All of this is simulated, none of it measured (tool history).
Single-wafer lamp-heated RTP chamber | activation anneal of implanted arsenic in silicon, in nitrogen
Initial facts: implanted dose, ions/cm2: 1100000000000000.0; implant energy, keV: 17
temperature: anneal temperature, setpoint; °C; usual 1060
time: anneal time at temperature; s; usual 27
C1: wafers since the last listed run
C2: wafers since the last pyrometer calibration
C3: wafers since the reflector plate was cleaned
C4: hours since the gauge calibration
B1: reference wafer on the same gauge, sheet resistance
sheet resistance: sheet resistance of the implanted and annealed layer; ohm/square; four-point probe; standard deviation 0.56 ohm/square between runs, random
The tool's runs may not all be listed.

Run 1, day 0: usual settings but temperature 1043 °C; C1 0; C2 2337; C3 6077; C4 145.7; B1 99.98. Result: sheet resistance 121.13 ohm/square.
Run 2, day 0.542: usual settings but temperature 1043 °C; C1 151; C2 2489; C3 6229; C4 158.7; B1 99.99. Result: sheet resistance 120.49 ohm/square.
Run 3, day 1.062: usual settings; C1 146; C2 2635; C3 6375; C4 171.2; B1 99.89. Result: sheet resistance 115.79 ohm/square.
Run 4, day 1.483: usual settings; C1 118; C2 2753; C3 6493; C4 181.3; B1 100.25. Result: sheet resistance 115.31 ohm/square.
Run 5, day 2.096: usual settings; C1 171; C2 2925; C3 6665; C4 196; B1 100.01. Result: sheet resistance 114.89 ohm/square.
Run 6, day 3.217: usual settings but temperature 1047 °C; C1 314; C2 3239; C3 6979; C4 222.9; B1 100. Result: sheet resistance 118.74 ohm/square.
Run 7, day 3.671: usual settings but temperature 1047 °C, time 22 s; C1 127; C2 3366; C3 7107; C4 233.8; B1 100.09. Result: sheet resistance 121.25 ohm/square.
Run 8, day 4.079: usual settings; C1 114; C2 3481; C3 7221; C4 243.6; B1 99.89. Result: sheet resistance 116.94 ohm/square.
Run 9, day 4.5: usual settings; C1 118; C2 3599; C3 7339; C4 253.7; B1 100.29. Result: sheet resistance 115.68 ohm/square.
Run 10, day 4.767: usual settings; C1 74; C2 3674; C3 7414; C4 260.1; B1 99.69. Result: sheet resistance 116.56 ohm/square.
Run 11, day 5.067: usual settings; C1 84; C2 3758; C3 7498; C4 267.3; B1 99.89. Result: sheet resistance 115.92 ohm/square.
Run 12, day 5.558: usual settings; C1 137; C2 3896; C3 7636; C4 279.1; B1 99.92. Result: sheet resistance 115.35 ohm/square.
Run 13, day 5.812: usual settings but time 37 s; C1 71; C2 3967; C3 7707; C4 285.2; B1 100.15. Result: sheet resistance 112.32 ohm/square.
At day 5.942: gauge calibrated.
Run 14, day 6.183: usual settings but time 37 s; C1 104; C2 4071; C3 7811; C4 5.8; B1 100.12. Result: sheet resistance 111.35 ohm/square.
Run 15, day 6.529: usual settings but time 37 s; C1 96; C2 4168; C3 7908; C4 14.1; B1 99.98. Result: sheet resistance 112.1 ohm/square.
Run 16, day 6.979: usual settings but temperature 1036 °C, time 38 s; C1 126; C2 4294; C3 8034; C4 24.9; B1 100.14. Result: sheet resistance 117.37 ohm/square.
Run 17, day 7.408: usual settings but temperature 1071 °C, time 34 s; C1 120; C2 4415; C3 8155; C4 35.2; B1 99.84. Result: sheet resistance 110.83 ohm/square.
Run 18, day 8.008: usual settings; C1 168; C2 4583; C3 8323; C4 49.6; B1 100. Result: sheet resistance 116.81 ohm/square.
Run 19, day 8.358: usual settings but temperature 1079 °C, time 11 s; C1 98; C2 4681; C3 8421; C4 58; B1 99.83. Result: sheet resistance 121.18 ohm/square.
Run 20, day 8.975: usual settings but time 39 s; C1 172; C2 4854; C3 8594; C4 72.8; B1 99.92. Result: sheet resistance 111.15 ohm/square.
Run 21, day 9.358: usual settings; C1 107; C2 4961; C3 8702; C4 82; B1 100.13. Result: sheet resistance 115.76 ohm/square.
At day 9.7: pyrometer window cleaned and pyrometer calibrated.
Run 22, day 9.871: usual settings; C1 50; C2 48; C3 8752; C4 94.3; B1 99.93. Result: sheet resistance 115.86 ohm/square.
At day 10.283: reflector plate cleaned.
Run 23, day 10.425: usual settings but temperature 1036 °C, time 20 s; C1 61; C2 110; C3 39; C4 107.6; B1 100.17. Result: sheet resistance 126.11 ohm/square.
Run 24, day 10.704: usual settings but temperature 1040 °C, time 17 s; C1 78; C2 188; C3 118; C4 114.3; B1 99.94. Result: sheet resistance 128.25 ohm/square.
Run 25, day 11.425: usual settings but temperature 1078 °C; C1 202; C2 390; C3 320; C4 131.6; B1 100.1. Result: sheet resistance 112.11 ohm/square.
Run 26, day 11.921: usual settings but temperature 1047 °C; C1 139; C2 529; C3 459; C4 143.5; B1 100.09. Result: sheet resistance 120.25 ohm/square.
Run 27, day 12.625: usual settings but temperature 1050 °C, time 33 s; C1 197; C2 727; C3 656; C4 160.4; B1 99.93. Result: sheet resistance 115.22 ohm/square.
Run 28, day 13.367: usual settings but time 34 s; C1 208; C2 935; C3 864; C4 178.2; B1 100.13. Result: sheet resistance 113.53 ohm/square.
Run 29, day 13.683: usual settings but temperature 1070 °C, time 12 s; C1 88; C2 1024; C3 953; C4 185.8; B1 100.05. Result: sheet resistance 123.69 ohm/square.
Run 30, day 14.404: usual settings but temperature 1084 °C, time 39 s; C1 202; C2 1226; C3 1155; C4 203.1; B1 100.05. Result: sheet resistance 105.96 ohm/square.

Below are 5 alternative next runs, each starting from the tool's condition after run 30. Predict each:
Run A, day 14.421: usual settings; C1 4; C2 1231; C3 1160; C4 203.5; B1 ?. Result: sheet resistance ?.
Run B, day 14.421: usual settings but temperature 1047 °C, time 37 s; C1 4; C2 1231; C3 1160; C4 203.5; B1 ?. Result: sheet resistance ?.
Run C, day 14.421: usual settings but temperature 1040 °C, time 34 s; C1 4; C2 1231; C3 1160; C4 203.5; B1 ?. Result: sheet resistance ?.
Run D, day 14.421: usual settings but time 21 s; C1 4; C2 1231; C3 1160; C4 203.5; B1 ?. Result: sheet resistance ?.
Run E, day 14.421: usual settings but time 14 s; C1 4; C2 1231; C3 1160; C4 203.5; B1 ?. Result: sheet resistance ?.

run      B1  sheet resistance
  A  100.15            114.67
  B  100.15            114.25
  C  100.15            117.14
  D  100.15            117.74
  E  100.15            122.93
Take away the tool's hidden state, keep each run's random variation, and the runs would have read:
run  sheet resistance
  A            114.67
  B            114.25
  C            117.14
  D            117.74
  E            122.93
